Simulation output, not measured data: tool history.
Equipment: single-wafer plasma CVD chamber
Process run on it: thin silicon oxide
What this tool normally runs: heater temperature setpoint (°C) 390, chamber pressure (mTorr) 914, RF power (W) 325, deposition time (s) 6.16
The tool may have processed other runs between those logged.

run     day  heater temperature setpoint (°C)  chamber pressure (mTorr)  RF power (W)  deposition time (s)  wafers since the last listed run  hours since the last thermocouple change  hours since the last RF generator calibration  hours since the last manometer calibration  hours since the showerhead was replaced  hours since the gauge calibration  read-back reference wafer on the same gauge, thickness_nm  mean film thickness on the monitor wafer (angstrom)
  1       0                               390                       970           325                 6.87                                 0                                     725.1                                          501.4                                       654.6                                   2117.7                              879.2                                                     12.302                                               161.98
  2   4.446                               390                       970           325                 6.87                              4622                                     831.8                                          608.1                                       761.3                                   2224.4                              985.9                                                     12.298                                               161.99
  3   7.038                               390                       914           325                 6.16                              2694                                       894                                          670.3                                       823.5                                   2286.6                             1048.1                                                     12.302                                               138.74
  4  10.862                               390                       914           325                 6.16                              3976                                     985.8                                          762.1                                       915.3                                   2378.4                             1139.9                                                     12.299                                               140.18
  5  14.471                               390                       914           325                 6.16                              3751                                    1072.4                                          848.7                                      1001.9                                     2465                             1226.5                                                     12.298                                               138.97
  6  17.292                               390                       914           325                 6.16                              2932                                    1140.1                                          916.4                                      1069.6                                   2532.7                             1294.2                                                     12.318                                               139.98
     20.388  -- RF generator calibrated
  7  20.408                               390                       914           325                 6.16                              2893                                    1214.9                                            0.5                                      1144.4                                   2607.5                               1369                                                     12.319                                               140.63
  8  24.554                               384                       776           325                 6.16                              4310                                    1314.4                                            100                                      1243.9                                     2707                             1468.5                                                     12.307                                               121.46
  9  30.425                               390                       914           325                 6.16                              6103                                    1455.3                                          240.9                                      1384.8                                   2847.9                             1609.4                                                     12.306                                               142.18
 10  34.792                               390                       914           325                 6.16                              4540                                    1560.1                                          345.7                                      1489.6                                   2952.7                             1714.2                                                     12.293                                               142.74
 11  36.838                               390                       914           325                 6.16                              2127                                    1609.2                                          394.8                                      1538.7                                   3001.8                             1763.3                                                     12.291                                               144.03
     38.238  -- capacitance manometer re-zeroed and calibrated
     38.408  -- thermocouple changed; heater temperature recalibrated
 12  38.762                               390                       914           355                 6.16                              1478                                       8.5                                            441                                        12.6                                     3048                             1809.5                                                     12.277                                                141.8
 13  41.104                               390                       914           325                 6.16                              2434                                      64.7                                          497.2                                        68.8                                   3104.2                             1865.7                                                     12.292                                               137.19
 14  51.046                               390                       914           325                 6.16                             10336                                     303.3                                          735.8                                       307.4                                   3342.8                             2104.3                                                     12.314                                               137.81
     54.762  -- showerhead replaced
 15  54.783                               390                       914           325                 6.16                              3539                                       393                                          825.5                                       397.1                                      0.5                               2194                                                     12.303                                               137.64
 16  57.912                               390                       914           270                 6.16                              3253                                     468.1                                          900.6                                       472.2                                     75.6                             2269.1                                                     12.282                                               127.96
 17  60.917                               384                       776           325                 6.16                              3123                                     540.2                                          972.7                                       544.3                                    147.7                             2341.2                                                     12.322                                               118.53
 18  63.629                               390                       914           325                 6.16                              2820                                     605.3                                         1037.8                                       609.4                                    212.8                             2406.3                                                      12.29                                               137.09
      66.75  -- gauge calibrated
 19  67.388                               396                       914           325                 6.16                              3907                                     695.5                                           1128                                       699.6                                      303                               15.3                                                     12.303                                               138.28
 20  71.475                               379                       914           375                 6.16                              4249                                     793.6                                         1226.1                                       797.7                                    401.1                              113.4                                                     12.298                                               148.48
     73.121  -- RF generator calibrated
 21    75.4                               379                       914           325                 7.05                              3734                                     887.8                                           54.7                                       891.9                                    495.3                              207.6                                                      12.28                                               160.72
 22   76.95                               390                       914           325                 6.16                              1611                                       925                                           91.9                                       929.1                                    532.5                              244.8                                                     12.292                                               139.41
 23  80.608                               390                      1019           325                 6.82                              3803                                    1012.8                                          179.7                                      1016.9                                    620.3                              332.6                                                     12.309                                                168.6
 24  83.388                               396                      1034           325                 6.16                              2889                                    1079.5                                          246.4                                      1083.6                                      687                              399.3                                                     12.288                                               153.38
 25  86.475                               404                       914           350                 6.16                              3210                                    1153.6                                          320.5                                      1157.7                                    761.1                              473.4                                                      12.28                                               143.44
     89.425  -- capacitance manometer re-zeroed and calibrated
 26  90.154                               380                       914           345                 6.16                              3478                                    1241.9                                          408.8                                        17.5                                    849.4                              561.7                                                     12.299                                               141.88
 27  92.408                               378                      1119           310                 5.15                              2343                                      1296                                          462.9                                        71.6                                    903.5                              615.8                                                     12.293                                               133.46
 28  94.508                               390                       803           300                 6.16                              2183                                    1346.4                                          513.3                                         122                                    953.9                              666.2                                                     12.312                                               118.89
 29  96.646                               390                       914           380                 4.95                              2222                                    1397.7                                          564.6                                       173.3                                   1005.2                              717.5                                                     12.296                                               117.89

3 options for the next run, each taken on its own from the tool as it stands now. Forecast them:
  A  96.662                               390                       914           325                 6.16                                17                                    1398.1                                            565                                       173.7                                   1005.6                              717.9                                                          ?                                                    ?
  B  96.662                               397                       914           290                 6.16                                17                                    1398.1                                            565                                       173.7                                   1005.6                              717.9                                                          ?                                                    ?
  C  96.662                               390                       914           325                 5.57                                17                                    1398.1                                            565                                       173.7                                   1005.6                              717.9                                                          ?                                                    ?

run  read-back reference wafer on the same gauge, thickness_nm  mean film thickness on the monitor wafer (angstrom)
  A                                                     12.297                                               137.77
  B                                                     12.297                                               131.09
  C                                                     12.297                                                124.6
With the hidden condition removed and each run's random variation left untouched, the same runs would have given:
run  mean film thickness on the monitor wafer (angstrom)
  A                                               136.93
  B                                               130.29
  C                                               123.84
